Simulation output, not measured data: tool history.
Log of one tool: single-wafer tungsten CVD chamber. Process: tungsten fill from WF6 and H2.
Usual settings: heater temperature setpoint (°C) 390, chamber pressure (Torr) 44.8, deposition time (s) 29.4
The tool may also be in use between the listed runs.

run     day  heater temperature setpoint (°C)  chamber pressure (Torr)  deposition time (s)  wafers since the last listed run  hours since the last thermocouple change  hours since the last manometer calibration  hours since the showerhead was replaced  hours since the gauge calibration  read-back reference wafer on the same gauge, thickness_nm  mean film thickness on the monitor wafer (angstrom)
  1   0.000                               390                     44.8                 29.4                                 0                                    1372.5                                      2956.6                                   7402.0                              241.0                                                     68.883                                               941.56
  2   0.438                               390                     44.8                 29.4                               335                                    1383.0                                      2967.1                                   7412.5                              251.5                                                     68.934                                               942.32
  3   1.188                               390                     44.8                 29.4                               574                                    1401.0                                      2985.1                                   7430.5                              269.5                                                     68.936                                               945.13
      2.058  -- capacitance manometer re-zeroed and calibrated
  4   2.079                               390                     44.8                 29.4                               427                                    1422.4                                         0.5                                   7451.9                              290.9                                                     68.966                                               949.71
  5   2.642                               390                     44.8                 27.6                               430                                    1435.9                                        14.0                                   7465.4                              304.4                                                     68.922                                               893.26
  6   2.992                               390                     44.8                 29.4                               268                                    1444.3                                        22.4                                   7473.8                              312.8                                                     68.849                                               955.05
  7   3.742                               390                     44.8                 29.4                               574                                    1462.3                                        40.4                                   7491.8                              330.8                                                     68.938                                               955.03
  8   4.483                               396                     44.8                 29.4                               567                                    1480.1                                        58.2                                   7509.6                              348.6                                                     68.902                                              1070.02
  9   4.904                               396                     44.8                 29.4                               322                                    1490.2                                        68.3                                   7519.7                              358.7                                                     68.899                                              1071.23
 10   5.633                               390                     36.5                 29.4                               558                                    1507.7                                        85.8                                   7537.2                              376.2                                                     68.951                                               894.64
 11   5.967                               390                     36.5                 29.4                               255                                    1515.7                                        93.8                                   7545.2                              384.2                                                     68.939                                               897.53
 12   6.267                               390                     44.8                 24.2                               229                                    1522.9                                       101.0                                   7552.4                              391.4                                                     68.851                                               792.50
 13   6.858                               399                     44.8                 29.4                               453                                    1537.1                                       115.2                                   7566.6                              405.6                                                     68.855                                              1144.20
 14   7.133                               395                     54.3                 23.9                               210                                    1543.7                                       121.8                                   7573.2                              412.2                                                     68.870                                               917.61
      7.304  -- gauge calibrated
 15   7.658                               399                     55.0                 31.1                               402                                    1556.3                                       134.4                                   7585.8                                8.5                                                     68.940                                              1306.55
 16   8.396                               390                     55.9                 29.4                               564                                    1574.0                                       152.1                                   7603.5                               26.2                                                     68.935                                              1045.97
      8.954  -- thermocouple changed; heater temperature recalibrated
 17   8.975                               383                     44.8                 29.4                               188                                       0.5                                       166.0                                   7617.4                               40.1                                                     68.835                                               714.91
 18   9.179                               379                     48.1                 27.0                               156                                       5.4                                       170.9                                   7622.3                               45.0                                                     68.914                                               616.44
 19   9.608                               390                     44.8                 29.4                               328                                      15.7                                       181.2                                   7632.6                               55.3                                                     68.911                                               821.93
 20  10.054                               376                     52.0                 27.5                               341                                      26.4                                       191.9                                   7643.3                               66.0                                                     68.884                                               607.14
 21  10.462                               401                     39.0                 25.6                               312                                      36.2                                       201.7                                   7653.1                               75.8                                                     68.943                                               846.83
 22  11.108                               383                     52.9                 29.4                               494                                      51.7                                       217.2                                   7668.6                               91.3                                                     68.992                                               757.18
 23  11.533                               390                     44.8                 29.4                               325                                      61.9                                       227.4                                   7678.8                              101.5                                                     68.907                                               829.33
     12.267  -- showerhead replaced
 24  12.288                               390                     48.5                 24.8                               322                                      80.0                                       245.5                                      0.5                              119.6                                                     68.895                                               717.31
 25  12.479                               382                     49.5                 27.5                               146                                      84.6                                       250.1                                      5.1                              124.2                                                     68.939                                               677.57
 26  12.821                               375                     44.8                 24.1                               261                                      92.8                                       258.3                                     13.3                              132.4                                                     68.931                                               492.83
 27  13.200                               390                     44.8                 29.4                               290                                     101.9                                       267.4                                     22.4                              141.5                                                     68.808                                               827.66
 28  13.883                               390                     40.8                 32.8                               523                                     118.3                                       283.8                                     38.8                              157.9                                                     68.944                                               897.03
 29  14.158                               380                     38.6                 33.5                               210                                     124.9                                       290.4                                     45.4                              164.5                                                     68.920                                               729.29
 30  14.629                               390                     44.8                 29.4                               360                                     136.2                                       301.7                                     56.7                              175.8                                                     68.909                                               830.87
 31  15.367                               403                     44.8                 29.4                               564                                     153.9                                       319.4                                     74.4                              193.5                                                     68.833                                              1061.47
 32  15.683                               401                     39.0                 25.6                               242                                     161.5                                       327.0                                     82.0                              201.1                                                     68.892                                               855.38
 33  16.196                               376                     44.8                 29.4                               392                                     173.8                                       339.3                                     94.3                              213.4                                                     68.918                                               616.91
 34  17.112                               390                     44.8                 32.3                               701                                     195.8                                       361.3                                    116.3                              235.4                                                     68.896                                               912.21

4 ways to go on from here, each from the tool as it stands after run 34. What would each give?
  A  17.129                               390                     50.7                 29.4                                12                                     196.2                                       361.7                                    116.7                              235.8                                                          ?                                                    ?
  B  17.129                               378                     38.6                 33.7                                12                                     196.2                                       361.7                                    116.7                              235.8                                                          ?                                                    ?
  C  17.129                               377                     34.3                 26.5                                12                                     196.2                                       361.7                                    116.7                              235.8                                                          ?                                                    ?
  D  17.129                               386                     37.4                 25.5                                12                                     196.2                                       361.7                                    116.7                              235.8                                                          ?                                                    ?

run  read-back reference wafer on the same gauge, thickness_nm  mean film thickness on the monitor wafer (angstrom)
  A                                                     68.947                                               860.87
  B                                                     68.947                                               703.69
  C                                                     68.947                                               521.32
  D                                                     68.947                                               622.39
Without the tool's hidden state the same runs would have given:
run  mean film thickness on the monitor wafer (angstrom)
  A                                               874.23
  B                                               715.19
  C                                               529.87
  D                                               632.18

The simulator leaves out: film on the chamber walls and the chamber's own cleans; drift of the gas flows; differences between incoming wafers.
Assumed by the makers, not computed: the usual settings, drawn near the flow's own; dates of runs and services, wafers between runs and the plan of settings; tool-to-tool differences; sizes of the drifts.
